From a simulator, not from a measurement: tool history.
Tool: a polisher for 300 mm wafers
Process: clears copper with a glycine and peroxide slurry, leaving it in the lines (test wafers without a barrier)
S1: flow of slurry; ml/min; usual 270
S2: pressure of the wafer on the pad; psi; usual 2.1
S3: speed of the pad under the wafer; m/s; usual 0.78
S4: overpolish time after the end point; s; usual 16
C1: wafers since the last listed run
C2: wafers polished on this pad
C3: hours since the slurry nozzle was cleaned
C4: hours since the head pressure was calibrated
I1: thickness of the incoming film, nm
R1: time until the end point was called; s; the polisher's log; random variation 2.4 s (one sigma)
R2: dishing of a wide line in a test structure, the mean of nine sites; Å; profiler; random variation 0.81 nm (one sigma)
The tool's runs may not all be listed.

| run | hour | S1 | S2 | S3 | S4 | C1 | C2 | C3 | C4 | I1 | R1 | R2 |
|---|---|---|---|---|---|---|---|---|---|---|---|---|
| 1 | 0 | 245 | 2.1 | 0.78 | 16 | 0 | 685 | 69.7 | 78.2 | 426.2 | 127.3 | 364 |
| 2 | 65.5 | 245 | 2.1 | 0.78 | 16 | 629 | 1314 | 135.2 | 143.7 | 421 | 122.3 | 366 |
| 3 | 135.7 | 270 | 2.1 | 0.78 | 16 | 674 | 1988 | 205.4 | 213.9 | 423.6 | 125.2 | 374 |
|  | 231.6 | worn pad replaced by a new one |
| 4 | 419.1 | 270 | 2.1 | 0.78 | 16 | 2683 | 1800 | 488.8 | 497.3 | 422.8 | 128.8 | 356 |
| 5 | 504.3 | 270 | 2.1 | 0.78 | 16 | 818 | 2619 | 574 | 582.5 | 420.9 | 129.9 | 361 |
|  | 517.8 | slurry nozzle cleaned |
|  | 568.1 | head pressure recalibrated |
|  | 572.6 | worn pad replaced by a new one |
| 6 | 593.4 | 270 | 2.1 | 0.78 | 16 | 788 | 199 | 75.6 | 25.3 | 427.7 | 122.9 | 371 |
| 7 | 695.1 | 270 | 1.9 | 0.78 | 16 | 976 | 1176 | 177.3 | 127 | 429 | 130.1 | 351 |
|  | 903.3 | worn pad replaced by a new one |
| 8 | 905.2 | 270 | 2.6 | 0.78 | 16 | 1979 | 17 | 387.4 | 337.1 | 412.6 | 105.1 | 417 |
| 9 | 1000.3 | 325 | 1.5 | 0.78 | 23 | 913 | 931 | 482.5 | 432.2 | 419 | 149.3 | 412 |
| 10 | 1099 | 270 | 2.1 | 0.78 | 16 | 947 | 1879 | 581.2 | 530.9 | 420.9 | 126.4 | 360 |
|  | 1104.1 | head pressure recalibrated |
|  | 1181.3 | worn pad replaced by a new one |
| 11 | 1181.8 | 270 | 2.1 | 0.78 | 16 | 737 | 4 | 664 | 77.7 | 418.7 | 135.1 | 358 |
| 12 | 1266.6 | 230 | 2.4 | 0.54 | 8 | 814 | 818 | 748.8 | 162.5 | 429.5 | 158.6 | 167 |
|  | 1299.1 | slurry nozzle cleaned |
| 13 | 1317.7 | 270 | 2.1 | 0.78 | 21 | 481 | 1300 | 18.6 | 213.6 | 415.6 | 117.5 | 459 |
| 14 | 1404.5 | 240 | 2.1 | 0.78 | 16 | 833 | 2133 | 105.4 | 300.4 | 417 | 125.6 | 357 |
|  | 1488.2 | worn pad replaced by a new one |
| 15 | 1489.8 | 270 | 2.1 | 0.78 | 16 | 780 | 15 | 190.7 | 385.7 | 413.1 | 119.1 | 373 |

Forecast each of these 4 alternatives for the next run:
| A | 1490.3 | 270 | 2.1 | 0.78 | 16 | 4 | 20 | 191.2 | 386.2 | 425 | ? | ? |
| B | 1490.3 | 300 | 2.8 | 0.78 | 25 | 4 | 20 | 191.2 | 386.2 | 425 | ? | ? |
| C | 1490.3 | 335 | 2.1 | 0.94 | 16 | 4 | 20 | 191.2 | 386.2 | 425 | ? | ? |
| D | 1490.3 | 270 | 2.1 | 0.78 | 23 | 4 | 20 | 191.2 | 386.2 | 425 | ? | ? |

| run | R1 | R2 |
|---|---|---|
| A | 127.3 | 365 |
| B | 104.7 | 588 |
| C | 110.1 | 406 |
| D | 127.3 | 481 |
Without the tool's hidden state the same runs would have given:
| run | R1 | R2 |
|---|---|---|
| A | 125.6 | 369 |
| B | 103.4 | 593 |
| C | 108.9 | 409 |
| D | 125.6 | 485 |
